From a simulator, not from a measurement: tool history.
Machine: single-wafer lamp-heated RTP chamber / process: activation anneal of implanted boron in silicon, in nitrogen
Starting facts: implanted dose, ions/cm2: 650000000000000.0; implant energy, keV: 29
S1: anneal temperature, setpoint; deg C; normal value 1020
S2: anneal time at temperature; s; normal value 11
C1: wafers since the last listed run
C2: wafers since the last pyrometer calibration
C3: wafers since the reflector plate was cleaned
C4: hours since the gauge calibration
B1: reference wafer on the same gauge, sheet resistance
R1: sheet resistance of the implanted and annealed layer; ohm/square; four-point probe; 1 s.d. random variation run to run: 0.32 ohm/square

run 1 hour=0.0 | S1=1043 S2=6 | C1=0 C2=1649 C3=4164 C4=908.1 | B1=198.93 | R1=172.25
run 2 hour=25.3 | S1=1043 S2=6 | C1=387 C2=2036 C3=4551 C4=933.4 | B1=198.95 | R1=171.45
run 3 hour=82.5 | S1=1020 S2=11 | C1=875 C2=2911 C3=5427 C4=990.6 | B1=199.00 | R1=172.72
run 4 hour=116.9 | S1=1020 S2=11 | C1=526 C2=3438 C3=5953 C4=1025.0 | B1=199.07 | R1=172.62
-- hour=148.9 reflector plate cleaned
run 5 hour=174.0 | S1=1020 S2=11 | C1=751 C2=4189 C3=383 C4=1082.1 | B1=199.06 | R1=172.46
run 6 hour=227.0 | S1=1020 S2=11 | C1=811 C2=5000 C3=1194 C4=1135.1 | B1=199.06 | R1=172.03
-- hour=244.0 pyrometer window cleaned and pyrometer calibrated
run 7 hour=281.4 | S1=1020 S2=11 | C1=710 C2=572 C3=1905 C4=1189.5 | B1=198.96 | R1=173.29
run 8 hour=452.3 | S1=1020 S2=11 | C1=2615 C2=3188 C3=4520 C4=1360.4 | B1=199.07 | R1=172.11
run 9 hour=517.2 | S1=1020 S2=11 | C1=993 C2=4181 C3=5513 C4=1425.3 | B1=199.11 | R1=172.29
-- hour=550.0 reflector plate cleaned
run 10 hour=550.5 | S1=1020 S2=11 | C1=387 C2=4568 C3=7 C4=1458.6 | B1=198.87 | R1=171.48
run 11 hour=615.3 | S1=1020 S2=11 | C1=991 C2=5560 C3=999 C4=1523.4 | B1=199.11 | R1=171.54
-- hour=665.6 pyrometer window cleaned and pyrometer calibrated
run 12 hour=684.3 | S1=1020 S2=11 | C1=933 C2=286 C3=1932 C4=1592.4 | B1=199.06 | R1=173.11
run 13 hour=745.2 | S1=1020 S2=11 | C1=932 C2=1218 C3=2864 C4=1653.3 | B1=199.02 | R1=173.36
run 14 hour=774.0 | S1=1020 S2=11 | C1=440 C2=1658 C3=3305 C4=1682.1 | B1=199.15 | R1=172.58
run 15 hour=841.3 | S1=1004 S2=17 | C1=1030 C2=2688 C3=4335 C4=1749.4 | B1=199.03 | R1=174.92
-- hour=902.3 reflector plate cleaned
run 16 hour=909.9 | S1=1020 S2=11 | C1=927 C2=3616 C3=116 C4=1818.0 | B1=198.98 | R1=172.84
run 17 hour=954.1 | S1=994 S2=9 | C1=676 C2=4292 C3=792 C4=1862.2 | B1=199.08 | R1=179.48
run 18 hour=1000.4 | S1=996 S2=7 | C1=708 C2=5001 C3=1501 C4=1908.5 | B1=199.01 | R1=178.16
-- hour=1015.4 gauge calibrated
run 19 hour=1029.8 | S1=1020 S2=13 | C1=449 C2=5451 C3=1951 C4=14.4 | B1=198.85 | R1=171.43
-- hour=1074.1 pyrometer window cleaned and pyrometer calibrated
run 20 hour=1087.7 | S1=1020 S2=11 | C1=763 C2=207 C3=2714 C4=72.3 | B1=198.93 | R1=172.97
run 21 hour=1143.2 | S1=1036 S2=7 | C1=849 C2=1056 C3=3564 C4=127.8 | B1=199.00 | R1=172.23
run 22 hour=1192.2 | S1=1047 S2=5 | C1=749 C2=1806 C3=4314 C4=176.8 | B1=199.00 | R1=171.85
run 23 hour=1234.3 | S1=1030 S2=11 | C1=644 C2=2451 C3=4958 C4=218.9 | B1=198.96 | R1=171.19
run 24 hour=1301.1 | S1=1003 S2=16 | C1=1022 C2=3473 C3=5980 C4=285.7 | B1=198.98 | R1=174.81
-- hour=1327.6 reflector plate cleaned
run 25 hour=1372.4 | S1=1038 S2=5 | C1=968 C2=4442 C3=685 C4=357.0 | B1=198.96 | R1=171.48
run 26 hour=1431.1 | S1=1020 S2=11 | C1=898 C2=5340 C3=1583 C4=415.7 | B1=198.90 | R1=171.91
-- hour=1468.1 pyrometer window cleaned and pyrometer calibrated
run 27 hour=1599.7 | S1=1020 S2=7 | C1=2457 C2=2014 C3=4041 C4=584.3 | B1=199.08 | R1=173.89

Forecast each of these 3 alternatives for the next run:
run A hour=1600.1 | S1=1020 S2=5 | C1=6 C2=2020 C3=4047 C4=584.7 | B1=? | R1=?
run B hour=1600.1 | S1=1020 S2=16 | C1=6 C2=2020 C3=4047 C4=584.7 | B1=? | R1=?
run C hour=1600.1 | S1=996 S2=11 | C1=6 C2=2020 C3=4047 C4=584.7 | B1=? | R1=?

run=A B1=199.02 R1=174.57
run=B B1=199.02 R1=172.25
run=C B1=199.02 R1=179.97
Stripped of hidden state, with their random variation kept, the same runs would have yielded:
run=A R1=175.02
run=B R1=172.56
run=C R1=181.12
